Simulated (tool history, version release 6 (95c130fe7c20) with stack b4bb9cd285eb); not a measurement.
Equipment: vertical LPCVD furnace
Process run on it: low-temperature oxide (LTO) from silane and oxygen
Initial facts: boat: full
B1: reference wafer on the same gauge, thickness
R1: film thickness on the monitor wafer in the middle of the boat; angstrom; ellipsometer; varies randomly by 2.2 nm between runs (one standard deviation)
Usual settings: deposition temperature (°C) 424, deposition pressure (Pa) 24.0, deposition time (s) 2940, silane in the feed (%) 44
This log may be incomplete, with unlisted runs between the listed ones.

{"run": 1, "hour": 0.0, "deposition temperature (°C)": 424, "deposition pressure (Pa)": 24.0, "deposition time (s)": 2940, "silane in the feed (%)": 44, "B1": 438.48, "R1": 4949.2}
{"run": 2, "hour": 107.4, "deposition temperature (°C)": 424, "deposition pressure (Pa)": 24.0, "deposition time (s)": 2940, "silane in the feed (%)": 44, "B1": 440.04, "R1": 4956.0}
{"run": 3, "hour": 148.4, "deposition temperature (°C)": 424, "deposition pressure (Pa)": 24.0, "deposition time (s)": 2940, "silane in the feed (%)": 44, "B1": 438.59, "R1": 4965.0}
{"run": 4, "hour": 228.9, "deposition temperature (°C)": 424, "deposition pressure (Pa)": 24.0, "deposition time (s)": 2940, "silane in the feed (%)": 44, "B1": 440.04, "R1": 4983.0}
{"run": 5, "hour": 326.8, "deposition temperature (°C)": 424, "deposition pressure (Pa)": 24.0, "deposition time (s)": 2940, "silane in the feed (%)": 44, "B1": 438.59, "R1": 4940.4}
{"run": 6, "hour": 427.6, "deposition temperature (°C)": 424, "deposition pressure (Pa)": 24.0, "deposition time (s)": 2610, "silane in the feed (%)": 44, "B1": 438.46, "R1": 4412.8}
{"run": 7, "hour": 541.7, "deposition temperature (°C)": 427, "deposition pressure (Pa)": 21.3, "deposition time (s)": 2940, "silane in the feed (%)": 44, "B1": 438.7, "R1": 4490.0}
{"run": 8, "hour": 633.0, "deposition temperature (°C)": 427, "deposition pressure (Pa)": 21.3, "deposition time (s)": 2940, "silane in the feed (%)": 44, "B1": 439.39, "R1": 4473.5}
{"run": 9, "hour": 712.8, "deposition temperature (°C)": 424, "deposition pressure (Pa)": 28.7, "deposition time (s)": 3960, "silane in the feed (%)": 44, "B1": 438.58, "R1": 8083.9}
{"run": 10, "hour": 803.4, "deposition temperature (°C)": 415, "deposition pressure (Pa)": 21.3, "deposition time (s)": 3510, "silane in the feed (%)": 50, "B1": 439.61, "R1": 5619.5}
{"run": 11, "hour": 857.1, "deposition temperature (°C)": 419, "deposition pressure (Pa)": 24.0, "deposition time (s)": 2940, "silane in the feed (%)": 44, "B1": 438.22, "R1": 4928.2}
{"run": 12, "hour": 912.6, "deposition temperature (°C)": 424, "deposition pressure (Pa)": 24.0, "deposition time (s)": 2940, "silane in the feed (%)": 50, "B1": 438.12, "R1": 5747.7}
{"run": 13, "hour": 969.9, "deposition temperature (°C)": 424, "deposition pressure (Pa)": 24.0, "deposition time (s)": 2940, "silane in the feed (%)": 44, "B1": 438.79, "R1": 5152.5}
{"run": 14, "hour": 1018.0, "deposition temperature (°C)": 424, "deposition pressure (Pa)": 24.0, "deposition time (s)": 1770, "silane in the feed (%)": 44, "B1": 438.72, "R1": 3088.0}
{"run": 15, "hour": 1059.8, "deposition temperature (°C)": 424, "deposition pressure (Pa)": 24.0, "deposition time (s)": 1860, "silane in the feed (%)": 44, "B1": 437.96, "R1": 3228.7}
{"run": 16, "hour": 1151.5, "deposition temperature (°C)": 424, "deposition pressure (Pa)": 26.7, "deposition time (s)": 2940, "silane in the feed (%)": 41, "B1": 439.24, "R1": 5287.2}

Removed from this log: 4 entries logged between the listed runs. Between which two listed runs does each belong, and how does the tool's hidden state at the listed run before it compare with that at the listed run after it?
From run 6 to run 7: gauge calibrated (hour 505.5); silane flow controller replaced (hour 541.2)
  true pressure minus gauge reading, mTorr: -9.55 -> -9.62
  measured value less the no-hidden-state value, R1: -247.1 -> -287.1 angstrom
From run 8 to run 9: thermocouples replaced and temperature profile calibrated (hour 700.4)
  true pressure minus gauge reading, mTorr: -9.66 -> -9.7
  measured value less the no-hidden-state value, R1: -287.6 -> -382.1 angstrom
From run 9 to run 10: pressure gauge zeroed (hour 802.9)
  true pressure minus gauge reading, mTorr: -9.7 -> -1.77
  measured value less the no-hidden-state value, R1: -382.1 -> -63.0 angstrom

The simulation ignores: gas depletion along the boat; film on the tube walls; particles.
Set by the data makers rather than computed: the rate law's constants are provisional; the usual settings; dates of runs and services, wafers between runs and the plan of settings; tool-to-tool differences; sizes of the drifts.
